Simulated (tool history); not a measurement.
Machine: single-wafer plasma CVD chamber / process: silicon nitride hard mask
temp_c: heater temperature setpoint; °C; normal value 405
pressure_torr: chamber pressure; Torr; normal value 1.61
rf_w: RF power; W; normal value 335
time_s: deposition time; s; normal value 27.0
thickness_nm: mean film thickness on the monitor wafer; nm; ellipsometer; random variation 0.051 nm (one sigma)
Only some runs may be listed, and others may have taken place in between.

run   hour  temp_c  pressure_torr  rf_w  time_s  read-back reference wafer on the same gauge, thickness_nm  thickness_nm
  1    0.0     405           1.61   335    27.0                                                     25.694        29.858
  2   11.1     405           1.61   335    27.0                                                     25.700        29.734
  3   21.5     405           1.61   335    27.0                                                     25.691        29.849
  4   30.5     405           1.61   335    27.0                                                     25.702        29.845
  5   42.7     405           1.61   335    27.0                                                     25.698        29.863
  6   51.6     405           1.61   335    27.0                                                     25.701        29.831
  7   58.1     405           1.61   335    27.0                                                     25.699        29.833
  8   74.1     405           1.61   335    29.0                                                     25.690        31.937
  9   86.4     405           1.61   335    28.4                                                     25.700        31.372
     100.2  -- thermocouple changed; heater temperature recalibrated
 10  100.7     405           1.61   335    27.0                                                     25.699        29.838
 11  103.6     405           1.61   335    27.0                                                     25.701        29.804
 12  121.4     405           1.61   365    22.8                                                     25.703        26.387
 13  136.1     399           1.77   285    27.0                                                     25.691        27.830
     138.6  -- gauge calibrated
 14  144.5     412           1.78   310    21.6                                                     25.704        23.269
 15  161.0     405           1.61   335    27.0                                                     25.698        29.836
     171.9  -- showerhead replaced
     175.4  -- capacitance manometer re-zeroed and calibrated
 16  175.9     405           1.61   380    27.0                                                     25.707        32.822
 17  185.5     405           1.61   335    23.5                                                     25.693        26.585
     197.3  -- RF generator calibrated
 18  197.8     405           1.61   335    27.0                                                     25.711        30.434
 19  201.7     405           1.61   335    27.0                                                     25.693        30.444
 20  218.7     405           1.61   335    27.0                                                     25.711        30.396
 21  236.4     405           1.61   335    27.0                                                     25.696        30.493
 22  243.3     405           1.61   335    27.0                                                     25.707        30.486
 23  249.5     405           1.61   290    27.0                                                     25.707        27.922
 24  259.8     405           1.61   335    23.0                                                     25.710        25.928
 25  272.8     405           1.32   275    27.0                                                     25.700        25.687
 26  280.8     414           1.61   335    21.7                                                     25.703        24.408
 27  290.9     396           1.26   315    21.6                                                     25.702        22.138
 28  306.3     415           1.33   380    27.0                                                     25.699        30.885
 29  317.3     395           1.21   335    27.0                                                     25.706        28.383
 30  332.8     405           1.61   365    27.0                                                     25.703        31.890

Consider 3 possible next runs. They are alternatives, not a sequence: every one starts from the tool as it was left by run 30. What does each give?
  A  333.2     394           1.61   335    27.0                                                          ?             ?
  B  333.2     405           1.61   335    30.1                                                          ?             ?
  C  333.2     419           1.29   375    31.2                                                          ?             ?

run  read-back reference wafer on the same gauge, thickness_nm  thickness_nm
  A                                                     25.698        30.500
  B                                                     25.698        33.812
  C                                                     25.698        35.078
The same runs, with their run-to-run variation unchanged, on a tool lacking any hidden condition would have given:
run  thickness_nm
  A        30.658
  B        33.986
  C        35.272

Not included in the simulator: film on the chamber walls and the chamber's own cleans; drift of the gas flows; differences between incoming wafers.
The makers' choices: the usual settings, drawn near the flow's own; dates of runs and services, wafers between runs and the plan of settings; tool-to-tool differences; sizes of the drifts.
